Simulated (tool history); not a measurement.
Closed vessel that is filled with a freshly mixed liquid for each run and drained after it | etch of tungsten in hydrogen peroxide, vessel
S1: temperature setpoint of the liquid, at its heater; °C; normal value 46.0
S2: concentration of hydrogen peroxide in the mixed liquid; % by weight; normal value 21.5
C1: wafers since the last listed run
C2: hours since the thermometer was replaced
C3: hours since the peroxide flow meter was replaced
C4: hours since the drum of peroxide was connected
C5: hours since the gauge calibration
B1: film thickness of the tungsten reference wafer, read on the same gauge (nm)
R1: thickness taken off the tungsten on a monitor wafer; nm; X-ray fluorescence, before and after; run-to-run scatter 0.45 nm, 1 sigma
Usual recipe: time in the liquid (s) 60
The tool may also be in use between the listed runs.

{"run": 1, "hour": 0.0, "S1": 46.0, "S2": 21.5, "time in the liquid (s)": 70, "C1": 0, "C2": 2628.9, "C3": 2065.4, "C4": 308.0, "C5": 481.1, "B1": 70.0, "R1": 59.96}
{"run": 2, "hour": 8.6, "S1": 46.0, "S2": 21.5, "time in the liquid (s)": 60, "C1": 973, "C2": 2637.5, "C3": 2074.0, "C4": 316.6, "C5": 489.7, "B1": 69.97, "R1": 50.68}
{"hour": 15.7, "done": "new drum of peroxide connected"}
{"run": 3, "hour": 23.2, "S1": 46.0, "S2": 18.0, "time in the liquid (s)": 50, "C1": 1540, "C2": 2652.1, "C3": 2088.6, "C4": 7.5, "C5": 504.3, "B1": 70.0, "R1": 40.77}
{"run": 4, "hour": 33.8, "S1": 46.0, "S2": 18.0, "time in the liquid (s)": 50, "C1": 1200, "C2": 2662.7, "C3": 2099.2, "C4": 18.1, "C5": 514.9, "B1": 69.95, "R1": 40.66}
{"hour": 38.4, "done": "thermometer replaced"}
{"run": 5, "hour": 51.1, "S1": 46.0, "S2": 18.0, "time in the liquid (s)": 50, "C1": 1845, "C2": 12.7, "C3": 2116.5, "C4": 35.4, "C5": 532.2, "B1": 70.02, "R1": 40.29}
{"run": 6, "hour": 62.6, "S1": 42.0, "S2": 24.5, "time in the liquid (s)": 50, "C1": 1302, "C2": 24.2, "C3": 2128.0, "C4": 46.9, "C5": 543.7, "B1": 70.03, "R1": 36.49}
{"run": 7, "hour": 70.8, "S1": 46.0, "S2": 21.5, "time in the liquid (s)": 30, "C1": 928, "C2": 32.4, "C3": 2136.2, "C4": 55.1, "C5": 551.9, "B1": 70.02, "R1": 26.19}
{"run": 8, "hour": 80.2, "S1": 53.5, "S2": 24.0, "time in the liquid (s)": 45, "C1": 1064, "C2": 41.8, "C3": 2145.6, "C4": 64.5, "C5": 561.3, "B1": 69.99, "R1": 67.34}
{"run": 9, "hour": 96.8, "S1": 52.5, "S2": 21.5, "time in the liquid (s)": 80, "C1": 1879, "C2": 58.4, "C3": 2162.2, "C4": 81.1, "C5": 577.9, "B1": 70.0, "R1": 105.38}
{"run": 10, "hour": 112.3, "S1": 46.0, "S2": 21.5, "time in the liquid (s)": 60, "C1": 1755, "C2": 73.9, "C3": 2177.7, "C4": 96.6, "C5": 593.4, "B1": 70.0, "R1": 53.01}
{"run": 11, "hour": 125.5, "S1": 37.0, "S2": 26.0, "time in the liquid (s)": 80, "C1": 1494, "C2": 87.1, "C3": 2190.9, "C4": 109.8, "C5": 606.6, "B1": 70.02, "R1": 43.6}
{"run": 12, "hour": 137.1, "S1": 46.0, "S2": 21.5, "time in the liquid (s)": 50, "C1": 1313, "C2": 98.7, "C3": 2202.5, "C4": 121.4, "C5": 618.2, "B1": 69.97, "R1": 44.32}
{"run": 13, "hour": 145.6, "S1": 46.0, "S2": 21.5, "time in the liquid (s)": 60, "C1": 962, "C2": 107.2, "C3": 2211.0, "C4": 129.9, "C5": 626.7, "B1": 69.99, "R1": 52.53}
{"run": 14, "hour": 154.5, "S1": 46.0, "S2": 17.5, "time in the liquid (s)": 80, "C1": 1007, "C2": 116.1, "C3": 2219.9, "C4": 138.8, "C5": 635.6, "B1": 69.96, "R1": 63.07}
{"run": 15, "hour": 160.5, "S1": 46.0, "S2": 18.0, "time in the liquid (s)": 50, "C1": 679, "C2": 122.1, "C3": 2225.9, "C4": 144.8, "C5": 641.6, "B1": 70.06, "R1": 39.63}
{"hour": 172.1, "done": "peroxide flow meter replaced"}
{"run": 16, "hour": 178.2, "S1": 38.0, "S2": 27.0, "time in the liquid (s)": 70, "C1": 1891, "C2": 139.8, "C3": 6.1, "C4": 162.5, "C5": 659.3, "B1": 70.0, "R1": 41.59}
{"run": 17, "hour": 188.1, "S1": 49.5, "S2": 19.0, "time in the liquid (s)": 60, "C1": 1121, "C2": 149.7, "C3": 16.0, "C4": 172.4, "C5": 669.2, "B1": 70.02, "R1": 61.33}
{"hour": 188.6, "done": "gauge calibrated"}
{"run": 18, "hour": 202.9, "S1": 50.5, "S2": 19.5, "time in the liquid (s)": 45, "C1": 1676, "C2": 164.5, "C3": 30.8, "C4": 187.2, "C5": 14.3, "B1": 69.99, "R1": 50.36}
{"run": 19, "hour": 215.7, "S1": 55.5, "S2": 24.0, "time in the liquid (s)": 60, "C1": 1449, "C2": 177.3, "C3": 43.6, "C4": 200.0, "C5": 27.1, "B1": 70.0, "R1": 98.21}
{"run": 20, "hour": 230.8, "S1": 54.5, "S2": 27.5, "time in the liquid (s)": 85, "C1": 1710, "C2": 192.4, "C3": 58.7, "C4": 215.1, "C5": 42.2, "B1": 69.98, "R1": 139.98}
{"run": 21, "hour": 238.1, "S1": 46.0, "S2": 25.5, "time in the liquid (s)": 60, "C1": 826, "C2": 199.7, "C3": 66.0, "C4": 222.4, "C5": 49.5, "B1": 70.01, "R1": 56.86}
{"run": 22, "hour": 250.7, "S1": 46.0, "S2": 21.5, "time in the liquid (s)": 60, "C1": 1426, "C2": 212.3, "C3": 78.6, "C4": 235.0, "C5": 62.1, "B1": 70.02, "R1": 51.58}

Forecast run 23:
{"run": 23, "hour": 258.1, "S1": 46.0, "S2": 21.5, "time in the liquid (s)": 60, "C1": 838, "C2": 219.7, "C3": 86.0, "C4": 242.4, "C5": 69.5, "B1": "?", "R1": "?"}

B1: 70.01
R1: 51.91 nm
Without the tool's hidden state the same run would have given R1 53.69 nm.
